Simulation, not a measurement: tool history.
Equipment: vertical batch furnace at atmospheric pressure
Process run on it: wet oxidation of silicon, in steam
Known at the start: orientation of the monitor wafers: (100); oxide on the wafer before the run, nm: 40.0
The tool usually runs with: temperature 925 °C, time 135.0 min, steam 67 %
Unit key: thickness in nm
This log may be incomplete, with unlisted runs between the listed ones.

| run | day | temperature | time | steam | read-back reference wafer on the same gauge, thickness | thickness |
|---|---|---|---|---|---|---|
| 1 | 0.000 | 925 | 135.0 | 67 | 269.95 | 297.38 |
| 2 | 4.871 | 925 | 135.0 | 67 | 268.87 | 296.15 |
| 3 | 13.408 | 925 | 135.0 | 67 | 268.89 | 295.40 |
| 4 | 14.646 | 925 | 135.0 | 67 | 269.47 | 290.91 |
|  | 15.767 | gauge calibrated |
|  | 15.912 | steam generator serviced |
| 5 | 17.367 | 925 | 135.0 | 67 | 268.25 | 303.91 |
|  | 20.000 | thermocouples replaced and temperature profile calibrated |
| 6 | 20.021 | 936 | 168.5 | 67 | 268.15 | 393.50 |
| 7 | 20.508 | 925 | 135.0 | 67 | 268.53 | 305.27 |
| 8 | 23.129 | 925 | 135.0 | 67 | 268.56 | 302.08 |
| 9 | 25.133 | 925 | 135.0 | 67 | 268.28 | 305.92 |
| 10 | 27.304 | 942 | 172.5 | 77 | 268.88 | 454.41 |
| 11 | 28.438 | 925 | 182.0 | 67 | 268.78 | 378.97 |
| 12 | 31.333 | 925 | 135.0 | 67 | 269.19 | 302.40 |
| 13 | 34.054 | 925 | 135.0 | 55 | 270.05 | 264.97 |
| 14 | 35.075 | 925 | 135.0 | 67 | 269.69 | 301.75 |
| 15 | 37.146 | 907 | 135.0 | 60 | 268.72 | 237.75 |
| 16 | 38.388 | 925 | 95.5 | 67 | 268.12 | 237.92 |

The next listed run, before its measurement:
| 17 | 41.038 | 925 | 195.5 | 63 | ? | ? |

{"run 17": {"read-back reference wafer on the same gauge, thickness": 268.94, "thickness": 380.64}}
The same run, on a tool lacking any hidden state, would have yielded thickness 384.86 nm.
